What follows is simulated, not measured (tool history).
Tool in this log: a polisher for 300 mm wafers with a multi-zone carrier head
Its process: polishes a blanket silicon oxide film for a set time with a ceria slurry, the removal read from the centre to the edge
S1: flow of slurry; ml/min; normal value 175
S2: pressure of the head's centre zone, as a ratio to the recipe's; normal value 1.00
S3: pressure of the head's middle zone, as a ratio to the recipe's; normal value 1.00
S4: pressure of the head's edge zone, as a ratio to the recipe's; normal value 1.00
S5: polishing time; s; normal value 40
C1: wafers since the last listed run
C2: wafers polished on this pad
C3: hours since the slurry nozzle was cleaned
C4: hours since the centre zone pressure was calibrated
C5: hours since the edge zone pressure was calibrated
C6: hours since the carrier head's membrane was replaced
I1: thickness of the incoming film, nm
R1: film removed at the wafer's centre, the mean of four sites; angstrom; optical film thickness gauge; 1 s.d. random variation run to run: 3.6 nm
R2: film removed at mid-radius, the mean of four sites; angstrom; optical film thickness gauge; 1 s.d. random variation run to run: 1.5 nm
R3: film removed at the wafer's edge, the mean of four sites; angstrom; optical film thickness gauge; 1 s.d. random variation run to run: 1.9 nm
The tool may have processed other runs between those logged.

run,hour,S1,S2,S3,S4,S5,C1,C2,C3,C4,C5,C6,I1,R1,R2,R3
1,0.0,175,1.00,1.00,0.94,40,0,351,76.0,1539.1,548.9,574.5,1300.4,2355,2268,2283
2,9.3,175,1.00,1.00,1.00,40,62,413,85.3,1548.4,558.2,583.8,1318.7,2311,2295,2340
3,19.3,155,0.89,1.10,1.00,34,67,481,95.3,1558.4,568.2,593.8,1300.5,1695,2044,1926
4,26.0,225,1.00,1.00,1.00,40,45,526,102.0,1565.1,574.9,600.5,1308.7,2336,2364,2379
5,39.6,175,1.00,1.00,1.10,30,91,618,115.6,1578.7,588.5,614.1,1295.6,1685,1702,1842
# hour 45.0: worn pad replaced by a new one
6,49.6,175,1.00,1.00,1.00,40,40,30,125.6,1588.7,598.5,624.1,1301.5,2223,2238,2323
# hour 53.3: edge zone pressure recalibrated
7,59.7,175,1.06,0.93,1.00,40,54,85,135.7,1598.8,6.4,634.2,1313.2,2350,2097,2316
# hour 70.5: centre zone pressure recalibrated
8,71.0,225,1.00,1.00,1.00,46,62,148,147.0,0.5,17.7,645.5,1296.4,2739,2677,2733
9,76.6,175,1.00,1.00,1.00,40,37,186,152.6,6.1,23.3,651.1,1309.7,2246,2254,2303
10,84.9,200,1.00,1.00,0.95,40,56,242,160.9,14.4,31.6,659.4,1312.8,2304,2309,2275
11,103.8,175,1.00,1.00,1.00,40,127,369,179.8,33.3,50.5,678.3,1312.7,2214,2247,2327
# hour 121.2: carrier head's membrane replaced by a new one
12,121.7,175,1.00,1.00,1.07,32,87,456,197.7,51.2,68.4,0.5,1300.1,1800,1787,1901
13,127.8,175,0.91,1.00,1.10,40,41,498,203.8,57.3,74.5,6.6,1298.0,2042,2218,2372
14,141.9,220,0.91,1.00,0.94,35,95,593,217.9,71.4,88.6,20.7,1277.7,1869,2008,2012
# hour 147.3: worn pad replaced by a new one
# hour 148.9: slurry nozzle cleaned
15,149.4,230,1.10,0.94,1.00,33,16,7,0.5,78.9,96.1,28.2,1314.6,2292,1937,2035
16,161.9,175,0.89,1.00,1.00,32,84,91,13.0,91.4,108.6,40.7,1283.1,1712,1907,1904
17,172.4,175,1.00,1.00,1.00,40,70,162,23.5,101.9,119.1,51.2,1272.4,2354,2340,2370
18,184.7,230,1.00,1.10,1.08,48,83,245,35.8,114.2,131.4,63.5,1295.3,2937,3150,2998
19,195.5,190,0.95,1.08,1.00,52,72,318,46.6,125.0,142.2,74.3,1299.6,2942,3260,3077
20,205.2,130,1.00,1.00,0.94,40,65,384,56.3,134.7,151.9,84.0,1318.1,2165,2146,2171
21,221.9,220,1.00,1.00,1.04,47,112,496,73.0,151.4,168.6,100.7,1280.0,2781,2784,2857
22,231.7,175,1.00,0.96,1.05,40,66,563,82.8,161.2,178.4,110.5,1272.4,2195,2178,2371
# hour 242.9: worn pad replaced by a new one
23,243.8,175,1.07,0.95,1.00,40,54,5,94.9,173.3,190.5,122.6,1293.3,2363,2142,2290

Across each entry between runs, compare the hidden state at the last listed run before it with the hidden state at the first listed run after it:
Between runs 5 and 6: worn pad replaced by a new one (hour 45.0)
  slurry flow missing at the pad, %: 36.3 -> 37.4
  measured minus no-state result, R1: -141 -> -194 angstrom; R2: -125 -> -172 angstrom; R3: -96 -> -126 angstrom
Between runs 6 and 7: edge zone pressure recalibrated (hour 53.3)
  slurry flow missing at the pad, %: 37.4 -> 38.3
  measured minus no-state result, R1: -194 -> -214 angstrom; R2: -172 -> -168 angstrom; R3: -126 -> -130 angstrom
Between runs 7 and 8: centre zone pressure recalibrated (hour 70.5)
  slurry flow missing at the pad, %: 38.3 -> 39.2
  measured minus no-state result, R1: -214 -> -206 angstrom; R2: -168 -> -179 angstrom; R3: -130 -> -132 angstrom
Between runs 11 and 12: carrier head's membrane replaced by a new one (hour 121.2)
  slurry flow missing at the pad, %: 41.1 -> 41.8
  measured minus no-state result, R1: -225 -> -188 angstrom; R2: -200 -> -163 angstrom; R3: -146 -> -122 angstrom
Between runs 14 and 15: worn pad replaced by a new one (hour 147.3); slurry nozzle cleaned (hour 148.9)
  slurry flow missing at the pad, %: 42.4 -> 8.69
  measured minus no-state result, R1: -163 -> -26 angstrom; R2: -155 -> -20 angstrom; R3: -112 -> -16 angstrom
Between runs 22 and 23: worn pad replaced by a new one (hour 242.9)
  slurry flow missing at the pad, %: 37.8 -> 39.8
  measured minus no-state result, R1: -196 -> -228 angstrom; R2: -170 -> -181 angstrom; R3: -130 -> -137 angstrom
